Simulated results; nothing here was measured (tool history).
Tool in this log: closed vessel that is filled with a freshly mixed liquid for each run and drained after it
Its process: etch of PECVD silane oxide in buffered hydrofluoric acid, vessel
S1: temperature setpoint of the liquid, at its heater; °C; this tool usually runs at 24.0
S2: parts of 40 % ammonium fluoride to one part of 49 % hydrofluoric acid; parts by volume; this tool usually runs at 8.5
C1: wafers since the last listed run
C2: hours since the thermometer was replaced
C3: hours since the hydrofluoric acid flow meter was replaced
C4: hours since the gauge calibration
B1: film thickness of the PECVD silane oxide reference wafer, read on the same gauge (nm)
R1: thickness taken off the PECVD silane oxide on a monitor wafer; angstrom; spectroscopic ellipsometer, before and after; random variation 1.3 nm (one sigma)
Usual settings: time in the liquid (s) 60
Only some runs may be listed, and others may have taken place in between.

{"run": 1, "day": 0.0, "S1": 27.5, "S2": 8.5, "time in the liquid (s)": 60, "C1": 0, "C2": 1862.3, "C3": 1170.3, "C4": 810.8, "B1": 39.96, "R1": 3637.7}
{"run": 2, "day": 1.012, "S1": 27.5, "S2": 8.5, "time in the liquid (s)": 60, "C1": 3535, "C2": 1886.6, "C3": 1194.6, "C4": 835.1, "B1": 39.98, "R1": 3650.0}
{"run": 3, "day": 2.708, "S1": 24.0, "S2": 8.5, "time in the liquid (s)": 70, "C1": 5922, "C2": 1927.3, "C3": 1235.3, "C4": 875.8, "B1": 40.01, "R1": 3528.7}
{"run": 4, "day": 3.875, "S1": 24.0, "S2": 8.5, "time in the liquid (s)": 70, "C1": 4074, "C2": 1955.3, "C3": 1263.3, "C4": 903.8, "B1": 39.99, "R1": 3558.3}
{"run": 5, "day": 7.788, "S1": 24.0, "S2": 8.5, "time in the liquid (s)": 60, "C1": 13663, "C2": 2049.2, "C3": 1357.2, "C4": 997.7, "B1": 39.98, "R1": 3031.6}
{"run": 6, "day": 8.688, "S1": 24.0, "S2": 8.5, "time in the liquid (s)": 60, "C1": 3143, "C2": 2070.8, "C3": 1378.8, "C4": 1019.3, "B1": 39.97, "R1": 3027.8}
{"run": 7, "day": 9.867, "S1": 21.5, "S2": 8.5, "time in the liquid (s)": 60, "C1": 4118, "C2": 2099.1, "C3": 1407.1, "C4": 1047.6, "B1": 39.94, "R1": 2648.8}
{"run": 8, "day": 10.808, "S1": 21.5, "S2": 8.5, "time in the liquid (s)": 60, "C1": 3288, "C2": 2121.7, "C3": 1429.7, "C4": 1070.2, "B1": 39.99, "R1": 2642.9}
{"run": 9, "day": 11.55, "S1": 24.0, "S2": 8.5, "time in the liquid (s)": 60, "C1": 2590, "C2": 2139.5, "C3": 1447.5, "C4": 1088.0, "B1": 40.02, "R1": 3027.6}
{"run": 10, "day": 12.367, "S1": 24.0, "S2": 8.5, "time in the liquid (s)": 60, "C1": 2852, "C2": 2159.1, "C3": 1467.1, "C4": 1107.6, "B1": 40.0, "R1": 3043.5}
{"run": 11, "day": 13.838, "S1": 24.0, "S2": 8.5, "time in the liquid (s)": 60, "C1": 5136, "C2": 2194.4, "C3": 1502.4, "C4": 1142.9, "B1": 39.97, "R1": 3043.2}
{"run": 12, "day": 14.883, "S1": 24.0, "S2": 8.5, "time in the liquid (s)": 60, "C1": 3652, "C2": 2219.5, "C3": 1527.5, "C4": 1168.0, "B1": 39.98, "R1": 3064.8}
{"day": 15.05, "done": "hydrofluoric acid flow meter replaced"}
{"run": 13, "day": 15.479, "S1": 24.0, "S2": 8.5, "time in the liquid (s)": 60, "C1": 1935, "C2": 2233.8, "C3": 10.3, "C4": 1182.3, "B1": 39.97, "R1": 3119.0}
{"run": 14, "day": 16.175, "S1": 24.0, "S2": 8.5, "time in the liquid (s)": 60, "C1": 2430, "C2": 2250.5, "C3": 27.0, "C4": 1199.0, "B1": 40.0, "R1": 3091.0}
{"day": 17.796, "done": "gauge calibrated"}
{"run": 15, "day": 19.15, "S1": 24.0, "S2": 8.5, "time in the liquid (s)": 40, "C1": 10389, "C2": 2321.9, "C3": 98.4, "C4": 32.5, "B1": 40.05, "R1": 2083.3}
{"run": 16, "day": 20.238, "S1": 28.0, "S2": 8.5, "time in the liquid (s)": 30, "C1": 3797, "C2": 2348.0, "C3": 124.5, "C4": 58.6, "B1": 40.01, "R1": 1934.7}
{"run": 17, "day": 21.279, "S1": 24.0, "S2": 6.5, "time in the liquid (s)": 70, "C1": 3637, "C2": 2373.0, "C3": 149.5, "C4": 83.6, "B1": 39.99, "R1": 4746.2}
{"day": 21.633, "done": "hydrofluoric acid flow meter replaced, repeated, since the last time left the tool worse"}
{"run": 18, "day": 22.688, "S1": 27.0, "S2": 8.5, "time in the liquid (s)": 60, "C1": 4772, "C2": 2406.8, "C3": 25.3, "C4": 117.4, "B1": 40.0, "R1": 3468.7}
{"run": 19, "day": 24.05, "S1": 24.0, "S2": 8.5, "time in the liquid (s)": 60, "C1": 4758, "C2": 2439.5, "C3": 58.0, "C4": 150.1, "B1": 40.06, "R1": 2945.3}
{"run": 20, "day": 24.767, "S1": 20.5, "S2": 5.0, "time in the liquid (s)": 90, "C1": 2502, "C2": 2456.7, "C3": 75.2, "C4": 167.3, "B1": 40.02, "R1": 5935.9}
{"day": 24.858, "done": "thermometer replaced"}
{"run": 21, "day": 26.262, "S1": 19.5, "S2": 10.0, "time in the liquid (s)": 75, "C1": 5078, "C2": 33.7, "C3": 111.1, "C4": 203.2, "B1": 40.0, "R1": 2504.7}
{"run": 22, "day": 26.967, "S1": 22.5, "S2": 8.5, "time in the liquid (s)": 60, "C1": 2459, "C2": 50.6, "C3": 128.0, "C4": 220.1, "B1": 40.0, "R1": 2713.9}
{"run": 23, "day": 27.729, "S1": 24.0, "S2": 8.5, "time in the liquid (s)": 90, "C1": 2662, "C2": 68.9, "C3": 146.3, "C4": 238.4, "B1": 40.0, "R1": 4431.2}
{"run": 24, "day": 28.996, "S1": 24.0, "S2": 8.5, "time in the liquid (s)": 60, "C1": 4423, "C2": 99.3, "C3": 176.7, "C4": 268.8, "B1": 40.01, "R1": 2948.4}
{"run": 25, "day": 29.767, "S1": 27.0, "S2": 8.5, "time in the liquid (s)": 60, "C1": 2692, "C2": 117.8, "C3": 195.2, "C4": 287.3, "B1": 39.96, "R1": 3471.0}
{"run": 26, "day": 31.088, "S1": 24.0, "S2": 8.5, "time in the liquid (s)": 60, "C1": 4612, "C2": 149.5, "C3": 226.9, "C4": 319.0, "B1": 39.98, "R1": 2949.8}
{"run": 27, "day": 31.725, "S1": 24.0, "S2": 8.5, "time in the liquid (s)": 60, "C1": 2226, "C2": 164.8, "C3": 242.2, "C4": 334.3, "B1": 40.0, "R1": 2940.4}
{"run": 28, "day": 33.108, "S1": 24.0, "S2": 8.5, "time in the liquid (s)": 60, "C1": 4831, "C2": 198.0, "C3": 275.4, "C4": 367.5, "B1": 39.99, "R1": 2961.8}
{"run": 29, "day": 33.625, "S1": 28.5, "S2": 10.5, "time in the liquid (s)": 85, "C1": 1804, "C2": 210.4, "C3": 287.8, "C4": 379.9, "B1": 39.99, "R1": 4441.7}
{"run": 30, "day": 34.846, "S1": 29.0, "S2": 10.0, "time in the liquid (s)": 80, "C1": 4263, "C2": 239.7, "C3": 317.1, "C4": 409.2, "B1": 39.96, "R1": 4522.2}
{"run": 31, "day": 35.854, "S1": 24.0, "S2": 8.5, "time in the liquid (s)": 60, "C1": 3521, "C2": 263.9, "C3": 341.3, "C4": 433.4, "B1": 39.96, "R1": 2959.8}
{"run": 32, "day": 36.85, "S1": 24.0, "S2": 10.0, "time in the liquid (s)": 60, "C1": 3477, "C2": 287.8, "C3": 365.2, "C4": 457.3, "B1": 39.96, "R1": 2595.2}
{"run": 33, "day": 37.721, "S1": 24.0, "S2": 10.5, "time in the liquid (s)": 60, "C1": 3041, "C2": 308.7, "C3": 386.1, "C4": 478.2, "B1": 39.94, "R1": 2484.3}

Consider 3 possible next runs. They are alternatives, not a sequence: every one starts from the tool as it was left by run 33. What does each give?
{"run": "A", "day": 37.75, "S1": 24.0, "S2": 6.5, "time in the liquid (s)": 60, "C1": 101, "C2": 309.4, "C3": 386.8, "C4": 478.9, "B1": "?", "R1": "?"}
{"run": "B", "day": 37.75, "S1": 22.5, "S2": 7.0, "time in the liquid (s)": 60, "C1": 101, "C2": 309.4, "C3": 386.8, "C4": 478.9, "B1": "?", "R1": "?"}
{"run": "C", "day": 37.75, "S1": 24.0, "S2": 8.5, "time in the liquid (s)": 85, "C1": 101, "C2": 309.4, "C3": 386.8, "C4": 478.9, "B1": "?", "R1": "?"}

run=A B1=40.00 R1=3891.3
run=B B1=40.00 R1=3361.4
run=C B1=40.00 R1=4198.3
Had the tool no hidden state, the same runs would have come out as:
run=A R1=3862.8
run=B R1=3336.7
run=C R1=4159.7
